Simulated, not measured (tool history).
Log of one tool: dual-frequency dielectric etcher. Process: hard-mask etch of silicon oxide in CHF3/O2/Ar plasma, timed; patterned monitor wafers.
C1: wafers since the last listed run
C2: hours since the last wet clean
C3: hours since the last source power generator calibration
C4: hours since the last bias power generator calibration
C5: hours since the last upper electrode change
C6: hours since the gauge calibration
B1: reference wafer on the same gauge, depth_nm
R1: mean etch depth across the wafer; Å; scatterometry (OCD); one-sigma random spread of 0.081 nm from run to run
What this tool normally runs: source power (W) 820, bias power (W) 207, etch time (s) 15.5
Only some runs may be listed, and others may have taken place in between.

{"run": 1, "hour": 0.0, "source power (W)": 820, "bias power (W)": 207, "etch time (s)": 15.5, "C1": 0, "C2": 297.3, "C3": 3510.5, "C4": 2604.6, "C5": 2432.2, "C6": 121.0, "B1": 31.7, "R1": 337.4}
{"run": 2, "hour": 31.2, "source power (W)": 820, "bias power (W)": 207, "etch time (s)": 15.5, "C1": 372, "C2": 328.5, "C3": 3541.7, "C4": 2635.8, "C5": 2463.4, "C6": 152.2, "B1": 31.7, "R1": 337.1}
{"run": 3, "hour": 44.5, "source power (W)": 820, "bias power (W)": 207, "etch time (s)": 15.5, "C1": 158, "C2": 341.8, "C3": 3555.0, "C4": 2649.1, "C5": 2476.7, "C6": 165.5, "B1": 31.73, "R1": 335.4}
{"run": 4, "hour": 59.0, "source power (W)": 820, "bias power (W)": 207, "etch time (s)": 18.0, "C1": 172, "C2": 356.3, "C3": 3569.5, "C4": 2663.6, "C5": 2491.2, "C6": 180.0, "B1": 31.72, "R1": 391.5}
{"run": 5, "hour": 75.7, "source power (W)": 820, "bias power (W)": 207, "etch time (s)": 15.5, "C1": 199, "C2": 373.0, "C3": 3586.2, "C4": 2680.3, "C5": 2507.9, "C6": 196.7, "B1": 31.7, "R1": 335.8}
{"run": 6, "hour": 102.0, "source power (W)": 820, "bias power (W)": 207, "etch time (s)": 15.5, "C1": 313, "C2": 399.3, "C3": 3612.5, "C4": 2706.6, "C5": 2534.2, "C6": 223.0, "B1": 31.7, "R1": 336.0}
{"run": 7, "hour": 124.9, "source power (W)": 820, "bias power (W)": 207, "etch time (s)": 15.5, "C1": 273, "C2": 422.2, "C3": 3635.4, "C4": 2729.5, "C5": 2557.1, "C6": 245.9, "B1": 31.71, "R1": 335.3}
{"run": 8, "hour": 159.8, "source power (W)": 820, "bias power (W)": 207, "etch time (s)": 15.5, "C1": 416, "C2": 457.1, "C3": 3670.3, "C4": 2764.4, "C5": 2592.0, "C6": 280.8, "B1": 31.7, "R1": 333.3}
{"run": 9, "hour": 193.0, "source power (W)": 820, "bias power (W)": 207, "etch time (s)": 15.5, "C1": 395, "C2": 490.3, "C3": 3703.5, "C4": 2797.6, "C5": 2625.2, "C6": 314.0, "B1": 31.71, "R1": 333.6}
{"run": 10, "hour": 210.8, "source power (W)": 820, "bias power (W)": 185, "etch time (s)": 15.5, "C1": 212, "C2": 508.1, "C3": 3721.3, "C4": 2815.4, "C5": 2643.0, "C6": 331.8, "B1": 31.72, "R1": 320.6}
{"run": 11, "hour": 245.7, "source power (W)": 820, "bias power (W)": 185, "etch time (s)": 15.5, "C1": 416, "C2": 543.0, "C3": 3756.2, "C4": 2850.3, "C5": 2677.9, "C6": 366.7, "B1": 31.7, "R1": 320.5}
{"run": 12, "hour": 273.0, "source power (W)": 690, "bias power (W)": 181, "etch time (s)": 19.5, "C1": 325, "C2": 570.3, "C3": 3783.5, "C4": 2877.6, "C5": 2705.2, "C6": 394.0, "B1": 31.72, "R1": 374.3}
{"hour": 302.8, "done": "wet clean of the chamber"}
{"hour": 302.9, "done": "bias power generator calibrated"}
{"run": 13, "hour": 307.1, "source power (W)": 940, "bias power (W)": 207, "etch time (s)": 11.0, "C1": 119, "C2": 4.3, "C3": 3817.6, "C4": 4.2, "C5": 2739.3, "C6": 428.1, "B1": 31.71, "R1": 254.5}
{"hour": 314.8, "done": "gauge calibrated"}
{"run": 14, "hour": 322.6, "source power (W)": 820, "bias power (W)": 207, "etch time (s)": 15.5, "C1": 184, "C2": 19.8, "C3": 3833.1, "C4": 19.7, "C5": 2754.8, "C6": 7.8, "B1": 31.7, "R1": 340.6}

Forecast run 15:
{"hour": 348.1, "done": "upper electrode replaced"}
{"run": 15, "hour": 348.6, "source power (W)": 820, "bias power (W)": 185, "etch time (s)": 15.5, "C1": 23, "C2": 45.8, "C3": 3859.1, "C4": 45.7, "C5": 0.5, "C6": 33.8, "B1": "?", "R1": "?"}

B1: 31.72
R1: 326.7 Å
If the tool had no hidden condition, the same run with the same run-to-run variation would have returned R1 327.7 Å.

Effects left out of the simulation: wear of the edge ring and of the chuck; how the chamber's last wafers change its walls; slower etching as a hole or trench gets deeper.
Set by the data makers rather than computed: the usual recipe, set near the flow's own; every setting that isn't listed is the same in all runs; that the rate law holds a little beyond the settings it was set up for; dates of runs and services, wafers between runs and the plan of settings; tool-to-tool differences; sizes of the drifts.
